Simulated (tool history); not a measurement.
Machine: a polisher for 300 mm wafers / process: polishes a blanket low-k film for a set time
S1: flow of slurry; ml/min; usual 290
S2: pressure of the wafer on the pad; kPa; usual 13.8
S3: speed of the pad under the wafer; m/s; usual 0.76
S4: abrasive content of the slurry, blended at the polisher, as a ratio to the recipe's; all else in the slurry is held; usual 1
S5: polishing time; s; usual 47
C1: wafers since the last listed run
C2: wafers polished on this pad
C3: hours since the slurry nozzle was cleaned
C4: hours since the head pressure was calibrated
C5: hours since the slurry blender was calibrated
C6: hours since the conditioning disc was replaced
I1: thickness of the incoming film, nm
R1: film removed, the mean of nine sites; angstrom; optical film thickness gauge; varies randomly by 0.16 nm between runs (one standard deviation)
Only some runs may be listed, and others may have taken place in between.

Run 1, day 0: usual settings; C1 0; C2 9685; C3 81.8; C4 698; C5 493.6; C6 532.5; I1 716.8. Result: R1 193 angstrom.
Run 2, day 2.525: usual settings; C1 751; C2 10436; C3 142.4; C4 758.6; C5 554.2; C6 593.1; I1 711.7. Result: R1 194 angstrom.
Run 3, day 4.388: usual settings; C1 554; C2 10990; C3 187.1; C4 803.3; C5 598.9; C6 637.8; I1 726. Result: R1 192 angstrom.
At day 7.8: worn pad replaced by a new one.
At day 9.362: conditioning disc replaced and pad reconditioned.
At day 10.479: head pressure recalibrated.
Run 4, day 12.646: usual settings but S1 345 ml/min, S2 17.2 kPa, S3 0.9 m/s, S4 0.8; C1 2357; C2 1391; C3 385.3; C4 52; C5 797.1; C6 78.8; I1 726. Result: R1 222 angstrom.
Run 5, day 14.417: usual settings but S2 11.7 kPa, S3 0.98 m/s; C1 526; C2 1918; C3 427.8; C4 94.5; C5 839.6; C6 121.3; I1 717.6. Result: R1 180 angstrom.
At day 15: slurry blender recalibrated.
Run 6, day 18.167: usual settings but S2 12.4 kPa, S3 0.92 m/s; C1 1090; C2 3009; C3 517.8; C4 184.5; C5 76; C6 211.3; I1 718. Result: R1 184 angstrom.
Run 7, day 20.854: usual settings; C1 799; C2 3808; C3 582.3; C4 249; C5 140.5; C6 275.8; I1 723.2. Result: R1 189 angstrom.
Run 8, day 32.833: usual settings but S2 11.7 kPa, S3 0.84 m/s, S4 1.3, S5 60 s; C1 3563; C2 7372; C3 869.8; C4 536.5; C5 428; C6 563.3; I1 715. Result: R1 250 angstrom.
At day 36.883: slurry nozzle cleaned.
Run 9, day 37.183: usual settings but S1 360 ml/min, S3 0.84 m/s, S4 1.25, S5 36 s; C1 1281; C2 8654; C3 7.2; C4 640.9; C5 532.4; C6 667.7; I1 719.9. Result: R1 179 angstrom.
At day 38.938: worn pad replaced by a new one.
Run 10, day 40.179: usual settings; C1 841; C2 368; C3 79.1; C4 712.8; C5 604.3; C6 739.6; I1 727.1. Result: R1 192 angstrom.
Run 11, day 44.062: usual settings but S3 1.02 m/s, S4 0.7, S5 37 s; C1 1155; C2 1524; C3 172.3; C4 806; C5 697.5; C6 832.8; I1 707.5. Result: R1 136 angstrom.
At day 45.854: conditioning disc replaced and pad reconditioned.
Run 12, day 46.467: usual settings but S1 255 ml/min, S2 11 kPa, S3 0.98 m/s; C1 690; C2 2214; C3 230; C4 863.7; C5 755.2; C6 14.7; I1 722.3. Result: R1 174 angstrom.
Run 13, day 50.142: usual settings; C1 1093; C2 3307; C3 318.2; C4 951.9; C5 843.4; C6 102.9; I1 722.9. Result: R1 199 angstrom.
At day 50.429: head pressure recalibrated.
Run 14, day 53.196: usual settings but S3 0.9 m/s; C1 883; C2 4191; C3 391.5; C4 66.4; C5 916.7; C6 176.2; I1 721.5. Result: R1 205 angstrom.
At day 54.425: slurry blender recalibrated.
Run 15, day 57.262: usual settings; C1 1184; C2 5376; C3 489.1; C4 164; C5 68.1; C6 273.8; I1 708.9. Result: R1 186 angstrom.
Run 16, day 60.167: usual settings but S1 195 ml/min, S2 15.2 kPa, S3 0.64 m/s, S4 1.2; C1 863; C2 6240; C3 558.8; C4 233.7; C5 137.8; C6 343.5; I1 724.3. Result: R1 203 angstrom.
Run 17, day 62.521: usual settings but S3 0.6 m/s, S4 0.7; C1 700; C2 6940; C3 615.3; C4 290.2; C5 194.3; C6 400; I1 722.5. Result: R1 130 angstrom.
Run 18, day 64.683: usual settings but S2 11 kPa, S5 35 s; C1 643; C2 7584; C3 667.2; C4 342.1; C5 246.2; C6 451.9; I1 721.6. Result: R1 113 angstrom.
Run 19, day 67.246: usual settings but S1 245 ml/min, S3 0.52 m/s, S4 1.2, S5 37 s; C1 762; C2 8346; C3 728.7; C4 403.6; C5 307.7; C6 513.4; I1 714.6. Result: R1 138 angstrom.
At day 67.588: slurry nozzle cleaned.
Run 20, day 71.446: usual settings but S3 0.58 m/s, S5 56 s; C1 1237; C2 9583; C3 92.6; C4 504.4; C5 408.5; C6 614.2; I1 724.1. Result: R1 201 angstrom.
Run 21, day 73.146: usual settings but S1 340 ml/min, S3 0.88 m/s, S4 1.15, S5 40 s; C1 505; C2 10089; C3 133.4; C4 545.2; C5 449.3; C6 655; I1 720.5. Result: R1 191 angstrom.
Run 22, day 76.142: usual settings; C1 891; C2 10980; C3 205.3; C4 617.1; C5 521.2; C6 726.9; I1 720. Result: R1 197 angstrom.
At day 76.7: conditioning disc replaced and pad reconditioned.
At day 76.733: worn pad replaced by a new one.
Run 23, day 78.071: usual settings but S1 250 ml/min, S4 0.85; C1 539; C2 398; C3 251.6; C4 663.4; C5 567.5; C6 32.9; I1 728.8. Result: R1 169 angstrom.
Run 24, day 81.175: usual settings; C1 923; C2 1321; C3 326.1; C4 737.9; C5 642; C6 107.4; I1 727.8. Result: R1 196 angstrom.
Run 25, day 91: usual settings but S1 370 ml/min; C1 2922; C2 4244; C3 561.9; C4 973.7; C5 877.8; C6 343.2; I1 717.9. Result: R1 202 angstrom.

Each row is a separate what-if for the run after 25, all from the same tool condition, not one after another. Results?
Run A, day 91.017: usual settings; C1 4; C2 4249; C3 562.3; C4 974.1; C5 878.2; C6 343.6; I1 727.7. Result: R1 ?.
Run B, day 91.017: usual settings but S4 1.25; C1 4; C2 4249; C3 562.3; C4 974.1; C5 878.2; C6 343.6; I1 727.7. Result: R1 ?.
Run C, day 91.017: usual settings but S1 260 ml/min; C1 4; C2 4249; C3 562.3; C4 974.1; C5 878.2; C6 343.6; I1 727.7. Result: R1 ?.
Run D, day 91.017: usual settings but S1 230 ml/min; C1 4; C2 4249; C3 562.3; C4 974.1; C5 878.2; C6 343.6; I1 727.7. Result: R1 ?.

run   R1
  A  198
  B  224
  C  196
  D  193
The same runs, with their run-to-run variation unchanged, on a tool lacking any hidden condition would have given:
run   R1
  A  184
  B  208
  C  182
  D  179
